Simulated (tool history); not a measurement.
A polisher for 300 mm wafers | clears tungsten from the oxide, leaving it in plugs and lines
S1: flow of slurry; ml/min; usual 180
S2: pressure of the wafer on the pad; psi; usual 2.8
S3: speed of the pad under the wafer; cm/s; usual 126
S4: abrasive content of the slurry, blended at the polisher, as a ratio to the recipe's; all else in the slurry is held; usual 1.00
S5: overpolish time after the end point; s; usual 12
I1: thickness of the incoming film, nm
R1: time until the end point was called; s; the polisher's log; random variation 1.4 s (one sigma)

run    hour   S1   S2   S3    S4  S5     I1     R1
  1     0.0  180  2.8  126  1.00  12  470.0  114.1
       13.5  -- slurry tank refilled with fresh slurry and peroxide
  2    69.6  180  2.8  126  1.00  12  473.0  114.2
      234.0  -- slurry nozzle cleaned
  3   251.2  180  2.8  126  1.00  12  469.4  117.6
      268.7  -- worn pad replaced by a new one
  4   310.3  180  2.8  126  1.00  17  475.0  121.1
      366.7  -- slurry tank refilled with fresh slurry and peroxide
      372.0  -- head pressure recalibrated
  5   375.9  180  2.8  126  1.00  17  465.8  108.5
  6   405.7  180  2.8  126  1.00  17  470.8  110.5
      470.6  -- slurry blender recalibrated
  7   473.7  230  2.8  126  1.00  12  473.0  106.6
  8   516.8  230  2.8  126  1.00  12  469.1  106.7
      538.6  -- slurry nozzle cleaned
  9   576.3  180  2.3  126  1.00  12  466.7  132.7
      629.4  -- worn pad replaced by a new one
 10   645.1  180  2.3  126  1.00  12  469.4  136.8
 11   708.9  180  2.3  126  1.00  12  472.1  135.8
 12   759.7  180  1.9  102  1.00  15  472.2  203.6
      768.2  -- slurry tank refilled with fresh slurry and peroxide
 13   802.0  235  3.2  160  1.00  12  466.2   74.2
 14   860.4  235  3.5  126  1.00  17  472.4   87.2
      901.9  -- slurry blender recalibrated
      914.0  -- slurry nozzle cleaned
 15   932.4  180  2.8  126  1.00  12  471.9  113.2
      986.6  -- worn pad replaced by a new one
 16   998.9  180  2.8  126  1.00  15  469.9  114.2
 17  1025.5  180  2.1  126  1.15  12  463.2  147.5
 18  1084.9  180  2.5  150  0.80   9  462.7  113.3
 19  1140.4  180  2.8  126  1.00  12  477.8  116.5
     1159.0  -- slurry tank refilled with fresh slurry and peroxide
     1202.3  -- head pressure recalibrated
     1283.5  -- slurry nozzle cleaned
 20  1298.7  180  2.8  126  1.00  12  466.5  110.3
 21  1331.8  205  3.6  146  1.25  12  470.2   71.1
     1351.8  -- slurry blender recalibrated
     1372.3  -- worn pad replaced by a new one
 22  1381.6  180  2.8   98  1.00  12  475.0  144.8
 23  1425.3  240  2.8  126  0.80   5  467.8  113.8
 24  1478.0  180  3.4  126  1.00  12  466.1   90.6

Run 25 comes next. What will it give?
     1498.8  -- slurry tank refilled with fresh slurry and peroxide
 25  1530.6  180  2.3  166  1.00  12  465.6   ?

Run 25 gave R1 102.5 s.
Without the tool's hidden state the same run would have given R1 100.9 s.
